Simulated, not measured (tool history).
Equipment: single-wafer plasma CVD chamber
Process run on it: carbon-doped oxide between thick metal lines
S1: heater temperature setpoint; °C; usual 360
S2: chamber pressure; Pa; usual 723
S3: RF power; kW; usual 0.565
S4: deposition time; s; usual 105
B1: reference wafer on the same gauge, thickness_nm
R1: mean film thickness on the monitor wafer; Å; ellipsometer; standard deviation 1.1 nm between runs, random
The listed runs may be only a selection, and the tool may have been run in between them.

run 1 hour=0 | S1=348 S2=723 S3=0.565 S4=105 | B1=673.049 | R1=5847.75
run 2 hour=50.4 | S1=348 S2=723 S3=0.565 S4=105 | B1=672.817 | R1=5842.25
run 3 hour=88.5 | S1=360 S2=723 S3=0.565 S4=105 | B1=672.864 | R1=5681.75
run 4 hour=135.1 | S1=360 S2=723 S3=0.565 S4=105 | B1=672.935 | R1=5695.01
run 5 hour=217.8 | S1=360 S2=723 S3=0.565 S4=105 | B1=673.083 | R1=5677.83
run 6 hour=275.5 | S1=360 S2=652 S3=0.565 S4=105 | B1=672.895 | R1=5569.85
run 7 hour=351.6 | S1=360 S2=652 S3=0.565 S4=105 | B1=673.197 | R1=5567.28
run 8 hour=416.1 | S1=360 S2=652 S3=0.565 S4=105 | B1=673.196 | R1=5559.34
-- hour=548.7 capacitance manometer re-zeroed and calibrated
run 9 hour=549.2 | S1=360 S2=616 S3=0.565 S4=105 | B1=672.997 | R1=5489.23
run 10 hour=587.8 | S1=360 S2=616 S3=0.565 S4=105 | B1=673.058 | R1=5490.53
-- hour=610.2 thermocouple changed; heater temperature recalibrated
-- hour=643.3 gauge calibrated
run 11 hour=667.3 | S1=360 S2=723 S3=0.565 S4=105 | B1=673.007 | R1=5707.89
run 12 hour=728.6 | S1=360 S2=723 S3=0.565 S4=105 | B1=672.639 | R1=5699
run 13 hour=814.6 | S1=347 S2=889 S3=0.635 S4=90 | B1=673.141 | R1=5521.77
run 14 hour=887.1 | S1=360 S2=723 S3=0.565 S4=122 | B1=673.203 | R1=6604.83
run 15 hour=953.1 | S1=360 S2=723 S3=0.565 S4=105 | B1=673.189 | R1=5678.79
-- hour=1025.9 showerhead replaced
run 16 hour=1050.2 | S1=360 S2=648 S3=0.565 S4=90 | B1=673.235 | R1=4798.44
-- hour=1152.2 RF generator calibrated
run 17 hour=1152.7 | S1=372 S2=723 S3=0.565 S4=105 | B1=673.075 | R1=5655.35
run 18 hour=1207.8 | S1=360 S2=723 S3=0.565 S4=105 | B1=673.115 | R1=5765.7
run 19 hour=1295.3 | S1=348 S2=903 S3=0.48 S4=113 | B1=673.105 | R1=5891.3
run 20 hour=1370.9 | S1=371 S2=791 S3=0.565 S4=105 | B1=673.14 | R1=5716.52
run 21 hour=1462.7 | S1=360 S2=577 S3=0.605 S4=105 | B1=673.094 | R1=5788.85
run 22 hour=1514.7 | S1=360 S2=616 S3=0.675 S4=95 | B1=672.659 | R1=5636.13
run 23 hour=1619.2 | S1=352 S2=723 S3=0.595 S4=117 | B1=673.034 | R1=6717.66
run 24 hour=1674.7 | S1=360 S2=785 S3=0.565 S4=84 | B1=673.213 | R1=4655.54

Here are 5 independent what-if runs from the current tool condition. What would each one return?
run A hour=1675.1 | S1=360 S2=723 S3=0.565 S4=105 | B1=? | R1=?
run B hour=1675.1 | S1=360 S2=880 S3=0.565 S4=105 | B1=? | R1=?
run C hour=1675.1 | S1=360 S2=657 S3=0.53 S4=105 | B1=? | R1=?
run D hour=1675.1 | S1=360 S2=664 S3=0.565 S4=105 | B1=? | R1=?
run E hour=1675.1 | S1=360 S2=723 S3=0.65 S4=113 | B1=? | R1=?

run=A B1=673.026 R1=5746.42
run=B B1=673.026 R1=5880.29
run=C B1=673.026 R1=5449.59
run=D B1=673.026 R1=5671.63
run=E B1=673.026 R1=6711.74
Without the tool's hidden state the same runs would have given:
run=A R1=5796.03
run=B R1=5931.06
run=C R1=5497.94
run=D R1=5720.6
run=E R1=6769.69
